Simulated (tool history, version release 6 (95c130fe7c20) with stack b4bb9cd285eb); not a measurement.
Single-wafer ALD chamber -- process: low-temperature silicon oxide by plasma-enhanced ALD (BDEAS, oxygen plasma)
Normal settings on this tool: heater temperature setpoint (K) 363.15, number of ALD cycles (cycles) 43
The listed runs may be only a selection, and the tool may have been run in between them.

run,hour,heater temperature setpoint (K),number of ALD cycles (cycles),wafers since the last listed run,hours since the last thermocouple change,hours since the gauge calibration,"read-back reference wafer on the same gauge, thickness_nm",mean film thickness on the monitor wafer (Å)
1,0.0,363.15,43,0,1889.2,187.6,6.700,65.21
2,29.4,366.15,43,205,1918.6,217.0,6.690,64.45
3,56.6,366.15,43,189,1945.8,244.2,6.690,64.28
4,79.1,366.15,43,156,1968.3,266.7,6.685,64.43
5,140.3,363.15,43,426,2029.5,327.9,6.663,65.00
6,164.7,363.15,43,170,2053.9,352.3,6.656,64.88
7,200.4,363.15,43,249,2089.6,388.0,6.639,64.69
8,234.4,363.15,43,237,2123.6,422.0,6.626,64.50
9,250.1,363.15,43,109,2139.3,437.7,6.618,64.61
10,270.6,359.15,43,143,2159.8,458.2,6.601,65.38
11,292.1,352.15,37,150,2181.3,479.7,6.601,58.00
12,312.6,372.15,43,143,2201.8,500.2,6.591,61.84
13,330.0,363.15,43,121,2219.2,517.6,6.582,64.48
# hour 357.0: thermocouple changed; heater temperature recalibrated
14,363.7,359.15,47,179,6.7,551.3,6.554,71.26
15,380.2,363.15,43,115,23.2,567.8,6.553,63.84
# hour 384.4: gauge calibrated
16,412.0,363.15,43,221,55.0,27.6,6.684,65.00
17,446.1,363.15,43,237,89.1,61.7,6.678,65.15
18,461.2,369.15,36,105,104.2,76.8,6.682,52.95
19,491.5,368.15,49,211,134.5,107.1,6.679,73.06
20,516.6,349.15,43,175,159.6,132.2,6.676,68.64

List, for all runs, the conditions of the tool that the log does not record:
wafer temperature above the value expected at the setpoint (K): 0 on each run
H1: gauge reads high (%)
run,H1
1,-0.0005
2,-0.0926
3,-0.19
4,-0.279
5,-0.56
6,-0.689
7,-0.893
8,-1.11
9,-1.21
10,-1.35
11,-1.51
12,-1.66
13,-1.8
14,-2.08
15,-2.22
16,-0.268
17,-0.291
18,-0.307
19,-0.35
20,-0.397

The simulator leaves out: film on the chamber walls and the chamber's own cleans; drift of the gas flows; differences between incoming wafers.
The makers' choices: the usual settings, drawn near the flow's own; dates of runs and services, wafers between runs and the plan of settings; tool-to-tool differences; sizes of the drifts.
